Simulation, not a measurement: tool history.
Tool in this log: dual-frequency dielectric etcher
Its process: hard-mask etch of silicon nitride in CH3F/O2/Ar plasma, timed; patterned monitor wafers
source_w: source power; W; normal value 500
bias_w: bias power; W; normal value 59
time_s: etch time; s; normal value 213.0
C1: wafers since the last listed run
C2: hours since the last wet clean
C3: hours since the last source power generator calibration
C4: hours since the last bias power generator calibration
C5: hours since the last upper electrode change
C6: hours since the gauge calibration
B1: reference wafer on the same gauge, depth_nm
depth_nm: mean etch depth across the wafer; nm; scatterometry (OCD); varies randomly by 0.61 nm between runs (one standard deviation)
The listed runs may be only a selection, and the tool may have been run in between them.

run 1 hour=0.0 | source_w=500 bias_w=59 time_s=213.0 | C1=0 C2=61.1 C3=1267.1 C4=2324.8 C5=3763.5 C6=684.2 | B1=188.9 | depth_nm=160.4
run 2 hour=33.0 | source_w=550 bias_w=59 time_s=213.0 | C1=228 C2=94.1 C3=1300.1 C4=2357.8 C5=3796.5 C6=717.2 | B1=188.9 | depth_nm=170.6
run 3 hour=89.5 | source_w=550 bias_w=59 time_s=213.0 | C1=391 C2=150.6 C3=1356.6 C4=2414.3 C5=3853.0 C6=773.7 | B1=189.2 | depth_nm=170.0
run 4 hour=119.9 | source_w=500 bias_w=59 time_s=226.0 | C1=210 C2=181.0 C3=1387.0 C4=2444.7 C5=3883.4 C6=804.1 | B1=189.0 | depth_nm=171.4
run 5 hour=169.4 | source_w=500 bias_w=59 time_s=213.0 | C1=343 C2=230.5 C3=1436.5 C4=2494.2 C5=3932.9 C6=853.6 | B1=189.2 | depth_nm=161.5
run 6 hour=206.9 | source_w=500 bias_w=59 time_s=213.0 | C1=260 C2=268.0 C3=1474.0 C4=2531.7 C5=3970.4 C6=891.1 | B1=189.1 | depth_nm=161.9
run 7 hour=275.0 | source_w=500 bias_w=59 time_s=213.0 | C1=472 C2=336.1 C3=1542.1 C4=2599.8 C5=4038.5 C6=959.2 | B1=189.2 | depth_nm=160.9
run 8 hour=322.3 | source_w=500 bias_w=59 time_s=213.0 | C1=327 C2=383.4 C3=1589.4 C4=2647.1 C5=4085.8 C6=1006.5 | B1=188.9 | depth_nm=161.9
run 9 hour=378.6 | source_w=500 bias_w=59 time_s=213.0 | C1=390 C2=439.7 C3=1645.7 C4=2703.4 C5=4142.1 C6=1062.8 | B1=188.8 | depth_nm=162.1
run 10 hour=424.4 | source_w=500 bias_w=59 time_s=213.0 | C1=317 C2=485.5 C3=1691.5 C4=2749.2 C5=4187.9 C6=1108.6 | B1=189.1 | depth_nm=161.7
run 11 hour=476.2 | source_w=500 bias_w=59 time_s=213.0 | C1=359 C2=537.3 C3=1743.3 C4=2801.0 C5=4239.7 C6=1160.4 | B1=188.9 | depth_nm=161.0
-- hour=546.2 wet clean of the chamber
run 12 hour=577.4 | source_w=460 bias_w=59 time_s=213.0 | C1=535 C2=31.2 C3=1844.5 C4=2902.2 C5=4340.9 C6=1261.6 | B1=188.9 | depth_nm=153.3
-- hour=638.6 gauge calibrated
-- hour=647.3 source power generator calibrated
run 13 hour=647.8 | source_w=460 bias_w=59 time_s=213.0 | C1=460 C2=101.6 C3=0.5 C4=2972.6 C5=4411.3 C6=9.2 | B1=189.1 | depth_nm=152.2
run 14 hour=705.6 | source_w=540 bias_w=59 time_s=254.0 | C1=400 C2=159.4 C3=58.3 C4=3030.4 C5=4469.1 C6=67.0 | B1=188.9 | depth_nm=202.5
run 15 hour=773.8 | source_w=590 bias_w=45 time_s=261.5 | C1=472 C2=227.6 C3=126.5 C4=3098.6 C5=4537.3 C6=135.2 | B1=188.8 | depth_nm=203.7
run 16 hour=814.5 | source_w=410 bias_w=50 time_s=164.5 | C1=282 C2=268.3 C3=167.2 C4=3139.3 C5=4578.0 C6=175.9 | B1=188.7 | depth_nm=104.1
run 17 hour=852.3 | source_w=450 bias_w=74 time_s=256.0 | C1=262 C2=306.1 C3=205.0 C4=3177.1 C5=4615.8 C6=213.7 | B1=189.0 | depth_nm=194.5
run 18 hour=894.5 | source_w=500 bias_w=59 time_s=213.0 | C1=292 C2=348.3 C3=247.2 C4=3219.3 C5=4658.0 C6=255.9 | B1=188.8 | depth_nm=160.5
run 19 hour=986.3 | source_w=610 bias_w=71 time_s=213.0 | C1=636 C2=440.1 C3=339.0 C4=3311.1 C5=4749.8 C6=347.7 | B1=189.1 | depth_nm=191.3
-- hour=1001.7 bias power generator calibrated
run 20 hour=1044.3 | source_w=500 bias_w=59 time_s=213.0 | C1=374 C2=498.1 C3=397.0 C4=42.6 C5=4807.8 C6=405.7 | B1=188.8 | depth_nm=160.9
run 21 hour=1110.2 | source_w=610 bias_w=59 time_s=213.0 | C1=456 C2=564.0 C3=462.9 C4=108.5 C5=4873.7 C6=471.6 | B1=189.1 | depth_nm=181.1
-- hour=1137.6 upper electrode replaced
run 22 hour=1140.5 | source_w=500 bias_w=59 time_s=213.0 | C1=43 C2=594.3 C3=493.2 C4=138.8 C5=2.9 C6=501.9 | B1=188.6 | depth_nm=160.2
-- hour=1185.3 wet clean of the chamber
run 23 hour=1329.6 | source_w=540 bias_w=59 time_s=213.0 | C1=1144 C2=144.3 C3=682.3 C4=327.9 C5=192.0 C6=691.0 | B1=188.7 | depth_nm=168.8
run 24 hour=1392.2 | source_w=500 bias_w=72 time_s=247.5 | C1=434 C2=206.9 C3=744.9 C4=390.5 C5=254.6 C6=753.6 | B1=188.8 | depth_nm=200.1
run 25 hour=1454.4 | source_w=500 bias_w=47 time_s=213.0 | C1=431 C2=269.1 C3=807.1 C4=452.7 C5=316.8 C6=815.8 | B1=189.1 | depth_nm=151.4
run 26 hour=1482.2 | source_w=500 bias_w=59 time_s=213.0 | C1=192 C2=296.9 C3=834.9 C4=480.5 C5=344.6 C6=843.6 | B1=189.1 | depth_nm=162.2
run 27 hour=1538.6 | source_w=500 bias_w=59 time_s=213.0 | C1=391 C2=353.3 C3=891.3 C4=536.9 C5=401.0 C6=900.0 | B1=189.2 | depth_nm=161.0

How the hidden state differs across the entries between the runs, from the last listed run before each to the first after it:
Run 11 -> run 12: wet clean of the chamber (hour 546.2)
  nothing in the hidden state changes from one run to the other
Run 12 -> run 13: gauge calibrated (hour 638.6); source power generator calibrated (hour 647.3)
  nothing in the hidden state changes from one run to the other
Run 19 -> run 20: bias power generator calibrated (hour 1001.7)
  nothing in the hidden state changes from one run to the other
Run 21 -> run 22: upper electrode replaced (hour 1137.6)
  nothing in the hidden state changes from one run to the other
Run 22 -> run 23: wet clean of the chamber (hour 1185.3)
  nothing in the hidden state changes from one run to the other
